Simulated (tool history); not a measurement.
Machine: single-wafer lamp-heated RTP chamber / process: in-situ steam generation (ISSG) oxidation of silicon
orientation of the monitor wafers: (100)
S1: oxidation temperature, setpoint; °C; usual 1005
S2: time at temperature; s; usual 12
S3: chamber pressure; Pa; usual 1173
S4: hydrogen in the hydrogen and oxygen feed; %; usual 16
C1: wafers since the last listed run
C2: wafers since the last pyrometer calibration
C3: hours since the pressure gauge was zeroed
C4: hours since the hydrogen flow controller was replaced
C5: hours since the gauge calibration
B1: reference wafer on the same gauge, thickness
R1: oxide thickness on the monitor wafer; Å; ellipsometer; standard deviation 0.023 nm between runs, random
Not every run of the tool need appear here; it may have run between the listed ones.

| run | hour | S1 | S2 | S3 | S4 | C1 | C2 | C3 | C4 | C5 | B1 | R1 |
|---|---|---|---|---|---|---|---|---|---|---|---|---|
| 1 | 0.0 | 1005 | 12 | 1173 | 11 | 0 | 1642 | 2591.1 | 5061.5 | 211.3 | 4.356 | 35.95 |
| 2 | 67.3 | 1005 | 12 | 1173 | 11 | 525 | 2167 | 2658.4 | 5128.8 | 278.6 | 4.355 | 36.40 |
| 3 | 107.8 | 1005 | 12 | 1173 | 11 | 315 | 2483 | 2698.9 | 5169.3 | 319.1 | 4.360 | 36.42 |
| 4 | 173.4 | 1005 | 12 | 1173 | 16 | 511 | 2995 | 2764.5 | 5234.9 | 384.7 | 4.356 | 39.68 |
| 5 | 237.9 | 1005 | 12 | 1173 | 16 | 503 | 3498 | 2829.0 | 5299.4 | 449.2 | 4.354 | 39.99 |
| 6 | 297.9 | 1005 | 12 | 1173 | 16 | 468 | 3966 | 2889.0 | 5359.4 | 509.2 | 4.360 | 40.06 |
| 7 | 360.2 | 1005 | 12 | 1173 | 16 | 486 | 4452 | 2951.3 | 5421.7 | 571.5 | 4.357 | 40.46 |
| 8 | 402.2 | 1005 | 10 | 1173 | 16 | 327 | 4780 | 2993.3 | 5463.7 | 613.5 | 4.359 | 37.39 |
|  | 421.6 | gauge calibrated |
| 9 | 464.7 | 1005 | 10 | 1173 | 16 | 487 | 5267 | 3055.8 | 5526.2 | 43.1 | 4.363 | 37.26 |
|  | 486.5 | hydrogen flow controller replaced |
|  | 498.9 | pressure gauge zeroed |
| 10 | 525.8 | 996 | 8 | 1173 | 16 | 351 | 5619 | 26.9 | 39.3 | 104.2 | 4.359 | 33.30 |
| 11 | 565.7 | 1005 | 16 | 1173 | 16 | 311 | 5930 | 66.8 | 79.2 | 144.1 | 4.360 | 47.00 |
|  | 575.1 | pyrometer window cleaned and pyrometer calibrated |
| 12 | 615.6 | 1005 | 8 | 1173 | 12 | 326 | 316 | 116.7 | 129.1 | 194.0 | 4.365 | 30.70 |
| 13 | 640.0 | 1005 | 12 | 1173 | 16 | 190 | 506 | 141.1 | 153.5 | 218.4 | 4.357 | 39.19 |
| 14 | 698.9 | 1005 | 12 | 1173 | 16 | 459 | 966 | 200.0 | 212.4 | 277.3 | 4.360 | 39.08 |
| 15 | 730.1 | 1017 | 15 | 1173 | 11 | 243 | 1209 | 231.2 | 243.6 | 308.5 | 4.355 | 41.74 |
| 16 | 771.8 | 1005 | 12 | 1173 | 16 | 325 | 1534 | 272.9 | 285.3 | 350.2 | 4.359 | 39.40 |
| 17 | 799.2 | 1005 | 12 | 1173 | 11 | 213 | 1748 | 300.3 | 312.7 | 377.6 | 4.360 | 35.77 |
| 18 | 839.4 | 1021 | 12 | 1173 | 16 | 313 | 2062 | 340.5 | 352.9 | 417.8 | 4.362 | 41.72 |
| 19 | 879.6 | 1005 | 12 | 1053 | 20 | 313 | 2375 | 380.7 | 393.1 | 458.0 | 4.360 | 41.49 |

Entry by entry between the runs, the difference in hidden state between the last listed run before and the first listed run after:
Between runs 8 and 9: gauge calibrated (hour 421.6)
  true wafer temperature minus pyrometer reading, K: 9.06 -> 10.7
  measured less the result without the state, R1: +1.15 -> +1.36 Å
Between runs 9 and 10: hydrogen flow controller replaced (hour 486.5); pressure gauge zeroed (hour 498.9)
  true wafer temperature minus pyrometer reading, K: 10.7 -> 12.5
  measured less the result without the state, R1: +1.36 -> +1.22 Å
Between runs 11 and 12: pyrometer window cleaned and pyrometer calibrated (hour 575.1)
  true wafer temperature minus pyrometer reading, K: 13.7 -> 0.258
  measured less the result without the state, R1: +2.58 -> +0.03 Å

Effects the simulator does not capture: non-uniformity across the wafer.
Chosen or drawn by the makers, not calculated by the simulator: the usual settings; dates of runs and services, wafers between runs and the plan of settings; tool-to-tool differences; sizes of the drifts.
